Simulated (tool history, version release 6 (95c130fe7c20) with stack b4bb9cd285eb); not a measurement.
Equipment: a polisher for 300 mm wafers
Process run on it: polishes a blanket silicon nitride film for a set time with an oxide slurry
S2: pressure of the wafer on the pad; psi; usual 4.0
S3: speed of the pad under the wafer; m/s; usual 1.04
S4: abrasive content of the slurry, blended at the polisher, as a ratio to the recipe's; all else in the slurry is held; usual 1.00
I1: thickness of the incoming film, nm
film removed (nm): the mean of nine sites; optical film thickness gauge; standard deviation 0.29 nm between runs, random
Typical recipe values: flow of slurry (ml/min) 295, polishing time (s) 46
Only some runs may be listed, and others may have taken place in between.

run 1 hour=0.0 | flow_of_slurry_(ml/min)=295 S2=4.6 S3=1.04 S4=1.00 polishing_time_(s)=46 | I1=266.0 | film_removed_(nm)=39.5
-- hour=68.6 conditioning disc replaced and pad reconditioned
run 2 hour=76.5 | flow_of_slurry_(ml/min)=295 S2=4.6 S3=1.04 S4=1.00 polishing_time_(s)=46 | I1=271.1 | film_removed_(nm)=41.0
-- hour=86.9 head pressure recalibrated
-- hour=141.0 slurry blender recalibrated
run 3 hour=144.4 | flow_of_slurry_(ml/min)=295 S2=4.6 S3=1.04 S4=1.00 polishing_time_(s)=46 | I1=269.2 | film_removed_(nm)=40.6
-- hour=197.1 worn pad replaced by a new one
run 4 hour=210.5 | flow_of_slurry_(ml/min)=265 S2=4.0 S3=1.04 S4=1.00 polishing_time_(s)=57 | I1=266.1 | film_removed_(nm)=41.8
run 5 hour=264.8 | flow_of_slurry_(ml/min)=265 S2=4.0 S3=1.04 S4=1.00 polishing_time_(s)=57 | I1=270.7 | film_removed_(nm)=40.4
-- hour=299.3 slurry nozzle cleaned
-- hour=333.7 conditioning disc replaced and pad reconditioned
-- hour=353.3 slurry blender recalibrated
run 6 hour=359.9 | flow_of_slurry_(ml/min)=265 S2=4.0 S3=1.04 S4=1.00 polishing_time_(s)=57 | I1=270.4 | film_removed_(nm)=46.1
-- hour=416.4 worn pad replaced by a new one
run 7 hour=425.0 | flow_of_slurry_(ml/min)=270 S2=4.0 S3=1.04 S4=1.00 polishing_time_(s)=46 | I1=269.4 | film_removed_(nm)=36.1
run 8 hour=491.1 | flow_of_slurry_(ml/min)=270 S2=4.0 S3=1.04 S4=1.00 polishing_time_(s)=46 | I1=267.6 | film_removed_(nm)=34.4
-- hour=563.6 conditioning disc replaced and pad reconditioned
-- hour=567.5 slurry blender recalibrated
run 9 hour=597.9 | flow_of_slurry_(ml/min)=295 S2=4.0 S3=1.04 S4=1.00 polishing_time_(s)=46 | I1=271.7 | film_removed_(nm)=35.4
-- hour=613.1 worn pad replaced by a new one
run 10 hour=642.5 | flow_of_slurry_(ml/min)=260 S2=4.0 S3=1.04 S4=1.00 polishing_time_(s)=46 | I1=266.4 | film_removed_(nm)=34.4
-- hour=687.4 slurry nozzle cleaned
-- hour=713.7 head pressure recalibrated
run 11 hour=739.0 | flow_of_slurry_(ml/min)=295 S2=4.0 S3=0.74 S4=0.85 polishing_time_(s)=46 | I1=267.4 | film_removed_(nm)=24.4
-- hour=770.2 slurry blender recalibrated
-- hour=795.9 conditioning disc replaced and pad reconditioned
run 12 hour=827.6 | flow_of_slurry_(ml/min)=295 S2=4.0 S3=0.88 S4=0.90 polishing_time_(s)=36 | I1=276.1 | film_removed_(nm)=23.4
-- hour=843.9 worn pad replaced by a new one
run 13 hour=887.9 | flow_of_slurry_(ml/min)=295 S2=4.6 S3=0.70 S4=0.90 polishing_time_(s)=36 | I1=270.3 | film_removed_(nm)=21.6
run 14 hour=933.0 | flow_of_slurry_(ml/min)=390 S2=4.0 S3=1.36 S4=0.80 polishing_time_(s)=46 | I1=268.2 | film_removed_(nm)=37.6
-- hour=990.0 slurry blender recalibrated
run 15 hour=1017.5 | flow_of_slurry_(ml/min)=295 S2=3.3 S3=0.78 S4=0.75 polishing_time_(s)=58 | I1=270.4 | film_removed_(nm)=23.2
-- hour=1043.5 conditioning disc replaced and pad reconditioned
run 16 hour=1061.9 | flow_of_slurry_(ml/min)=225 S2=4.5 S3=1.38 S4=1.00 polishing_time_(s)=54 | I1=269.2 | film_removed_(nm)=54.8
-- hour=1075.8 slurry nozzle cleaned
-- hour=1098.2 worn pad replaced by a new one
run 17 hour=1118.8 | flow_of_slurry_(ml/min)=260 S2=3.4 S3=1.04 S4=1.00 polishing_time_(s)=59 | I1=269.6 | film_removed_(nm)=41.8

Consider 3 possible next runs. They are alternatives, not a sequence: every one starts from the tool as it was left by run 17. What does each give?
run A hour=1119.2 | flow_of_slurry_(ml/min)=295 S2=4.0 S3=1.04 S4=1.00 polishing_time_(s)=46 | I1=272.2 | film_removed_(nm)=?
run B hour=1119.2 | flow_of_slurry_(ml/min)=210 S2=3.2 S3=0.70 S4=1.00 polishing_time_(s)=41 | I1=272.2 | film_removed_(nm)=?
run C hour=1119.2 | flow_of_slurry_(ml/min)=295 S2=5.2 S3=1.04 S4=0.85 polishing_time_(s)=46 | I1=272.2 | film_removed_(nm)=?

run=A film_removed_(nm)=37.8
run=B film_removed_(nm)=19.6
run=C film_removed_(nm)=41.7
Take away the tool's hidden state, keep each run's random variation, and the runs would have read:
run=A film_removed_(nm)=39.0
run=B film_removed_(nm)=20.3
run=C film_removed_(nm)=43.2
